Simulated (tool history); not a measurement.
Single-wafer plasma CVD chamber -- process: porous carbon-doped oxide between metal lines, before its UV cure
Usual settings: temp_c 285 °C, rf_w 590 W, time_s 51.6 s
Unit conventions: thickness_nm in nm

run	day	temp_c	rf_w	time_s	wafers since the last listed run	hours since the last thermocouple change	hours since the last RF generator calibration	hours since the showerhead was replaced	hours since the gauge calibration	read-back reference wafer on the same gauge, thickness_nm	thickness_nm
1	0	285	590	57.3	0	1287.1	803.6	6182.9	108.8	419.489	406.647
2	1.429	285	590	57.3	537	1321.4	837.9	6217.2	143.1	419.369	402.619
3	2.038	285	590	57.3	228	1336	852.5	6231.8	157.7	419.067	405.213
4	2.779	285	590	51.6	278	1353.8	870.3	6249.6	175.5	419.563	359.595
5	4.258	285	590	51.6	556	1389.3	905.8	6285.1	211	418.936	365.114
6	5.488	285	590	48.1	462	1418.8	935.3	6314.6	240.5	419.352	338.572
7	6.879	285	590	48.1	523	1452.2	968.7	6348	273.9	419.04	335.104
8	7.504	285	590	48.1	235	1467.2	983.7	6363	288.9	419.088	341.118
9	8.454	285	520	51.6	357	1490	1006.5	6385.8	311.7	418.234	337.78
# day 9.083: thermocouple changed; heater temperature recalibrated
10	9.467	285	590	51.6	255	9.2	1030.8	6410.1	336	419.001	360.11
11	10.467	285	590	51.6	376	33.2	1054.8	6434.1	360	419.235	364.847
12	11.425	285	590	51.6	360	56.2	1077.8	6457.1	383	419.614	365.092
13	12.454	285	635	51.6	387	80.9	1102.5	6481.8	407.7	418.484	378.758
14	13.325	285	635	51.6	327	101.8	1123.4	6502.7	428.6	418.721	373.649
15	14.458	285	590	51.6	426	129	1150.6	6529.9	455.8	418.851	363.937
# day 15.033: RF generator calibrated
16	15.517	285	590	51.6	272	154.4	11.6	6555.3	481.2	418.991	353.301
# day 16.604: gauge calibrated
# day 17.229: showerhead replaced
17	17.25	285	590	51.6	526	196	53.2	0.5	15.5	419.4	354.147
18	18.038	280	680	41.4	296	214.9	72.1	19.4	34.4	418.784	317.826
# day 18.825: RF generator calibrated, repeated, since the last time left the tool worse
19	18.846	276	675	43.8	178	234.3	0.5	38.8	53.8	418.65	360.925
20	19.629	292	665	57	294	253.1	19.3	57.6	72.6	418.653	422.196
21	20.821	294	590	55.9	448	281.7	47.9	86.2	101.2	418.86	384.351
22	22.012	300	665	51.6	448	310.3	76.5	114.8	129.8	418.946	366.057
23	22.925	296	705	57.3	343	332.2	98.4	136.7	151.7	418.784	426.404
24	23.825	290	475	42.2	338	353.8	120	158.3	173.3	418.952	263.213
25	25.246	275	655	51.6	534	387.9	154.1	192.4	207.4	418.03	418.446
26	26.525	289	590	51.6	481	418.6	184.8	223.1	238.1	419.809	362.449
27	27.146	285	590	51.6	233	433.5	199.7	238	253	419.099	368.834
28	27.946	300	665	51.6	300	452.7	218.9	257.2	272.2	419.234	362.702

Consider 4 possible next runs. They are alternatives, not a sequence: every one starts from the tool as it was left by run 28. What does each give?
A	27.962	285	590	51.6	6	453.1	219.3	257.6	272.6	?	?
B	27.962	285	590	42.7	6	453.1	219.3	257.6	272.6	?	?
C	27.962	298	675	48.7	6	453.1	219.3	257.6	272.6	?	?
D	27.962	279	590	51.6	6	453.1	219.3	257.6	272.6	?	?

run	read-back reference wafer on the same gauge, thickness_nm	thickness_nm
A	418.841	368.263
B	418.841	306.003
C	418.841	350.196
D	418.841	380.664
Had the tool no hidden state, the same runs would have come out as:
run	thickness_nm
A	373.729
B	310.545
C	355.329
D	386.314
